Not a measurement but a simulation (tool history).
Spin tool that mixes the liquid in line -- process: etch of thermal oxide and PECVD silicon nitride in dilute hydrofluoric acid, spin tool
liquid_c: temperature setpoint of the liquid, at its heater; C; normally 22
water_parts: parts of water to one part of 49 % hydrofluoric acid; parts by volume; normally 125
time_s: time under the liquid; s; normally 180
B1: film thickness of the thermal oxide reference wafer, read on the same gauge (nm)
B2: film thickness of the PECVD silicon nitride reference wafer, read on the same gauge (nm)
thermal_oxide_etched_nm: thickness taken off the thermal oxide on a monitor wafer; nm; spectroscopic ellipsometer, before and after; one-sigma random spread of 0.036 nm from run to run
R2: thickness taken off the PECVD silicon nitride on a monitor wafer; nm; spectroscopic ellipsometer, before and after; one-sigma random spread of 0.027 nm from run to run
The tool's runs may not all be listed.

Run 1, hour 0: usual settings but time_s 245 s; B1 70.01; B2 49.996. Result: thermal_oxide_etched_nm 7.67 nm, R2 4.629 nm.
Run 2, hour 19.8: usual settings but time_s 245 s; B1 70; B2 50. Result: thermal_oxide_etched_nm 7.7 nm, R2 4.692 nm.
Run 3, hour 45.2: usual settings but time_s 245 s; B1 69.96; B2 49.997. Result: thermal_oxide_etched_nm 7.73 nm, R2 4.651 nm.
Run 4, hour 63.5: usual settings but time_s 250 s; B1 70; B2 49.98. Result: thermal_oxide_etched_nm 7.81 nm, R2 4.8 nm.
Run 5, hour 93.2: usual settings; B1 69.99; B2 50.017. Result: thermal_oxide_etched_nm 5.62 nm, R2 3.404 nm.
Run 6, hour 128.1: usual settings; B1 70; B2 49.994. Result: thermal_oxide_etched_nm 5.54 nm, R2 3.389 nm.
Run 7, hour 144.1: usual settings; B1 70; B2 49.995. Result: thermal_oxide_etched_nm 5.62 nm, R2 3.405 nm.
At hour 149.6: hydrofluoric acid flow meter replaced.
At hour 152.4: gauge calibrated.
Run 8, hour 171.9: usual settings but liquid_c 25 C; B1 69.97; B2 50.002. Result: thermal_oxide_etched_nm 7.25 nm, R2 4.626 nm.
Run 9, hour 186.5: usual settings but water_parts 70 parts by volume, time_s 210 s; B1 70.01; B2 50.003. Result: thermal_oxide_etched_nm 14.18 nm, R2 7.815 nm.
Run 10, hour 219.4: usual settings but time_s 245 s; B1 70; B2 50.028. Result: thermal_oxide_etched_nm 8.71 nm, R2 5.177 nm.
Run 11, hour 234: usual settings but liquid_c 27 C; B1 70.01; B2 49.996. Result: thermal_oxide_etched_nm 7.75 nm, R2 5.25 nm.
Run 12, hour 257.2: usual settings but liquid_c 20 C, time_s 235 s; B1 70.01; B2 50.004. Result: thermal_oxide_etched_nm 7.73 nm, R2 4.352 nm.
At hour 280.8: thermometer replaced.
Run 13, hour 289: usual settings but liquid_c 19.5 C, water_parts 80 parts by volume, time_s 275 s; B1 69.99; B2 50.02. Result: thermal_oxide_etched_nm 14.53 nm, R2 7.522 nm.
Run 14, hour 323.2: usual settings but liquid_c 26.5 C, water_parts 160 parts by volume; B1 70; B2 50.001. Result: thermal_oxide_etched_nm 5.62 nm, R2 3.921 nm.
Run 15, hour 355: usual settings; B1 70.01; B2 49.998. Result: thermal_oxide_etched_nm 6.35 nm, R2 3.762 nm.
Run 16, hour 374.8: usual settings but water_parts 145 parts by volume, time_s 265 s; B1 70.02; B2 49.98. Result: thermal_oxide_etched_nm 7.85 nm, R2 4.804 nm.
Run 17, hour 400.6: usual settings but time_s 105 s; B1 70.03; B2 49.988. Result: thermal_oxide_etched_nm 3.68 nm, R2 2.188 nm.

Below are 3 alternative next runs, each starting from the tool's condition after run 17. Predict each:
Run A, hour 401.1: usual settings; B1 ?; B2 ?. Result: thermal_oxide_etched_nm ?, R2 ?.
Run B, hour 401.1: usual settings but liquid_c 27 C, time_s 265 s; B1 ?; B2 ?. Result: thermal_oxide_etched_nm ?, R2 ?.
Run C, hour 401.1: usual settings but water_parts 85 parts by volume, time_s 265 s; B1 ?; B2 ?. Result: thermal_oxide_etched_nm ?, R2 ?.

run  B1      B2  thermal_oxide_etched_nm     R2
  A  70  49.994                     6.27  3.791
  B  70  49.994                     11.2  7.719
  C  70  49.994                    14.23  8.149
Had the tool no hidden state, the same runs would have come out as:
run  thermal_oxide_etched_nm     R2
  A                     6.37  3.844
  B                    11.39  7.829
  C                    14.46  8.263

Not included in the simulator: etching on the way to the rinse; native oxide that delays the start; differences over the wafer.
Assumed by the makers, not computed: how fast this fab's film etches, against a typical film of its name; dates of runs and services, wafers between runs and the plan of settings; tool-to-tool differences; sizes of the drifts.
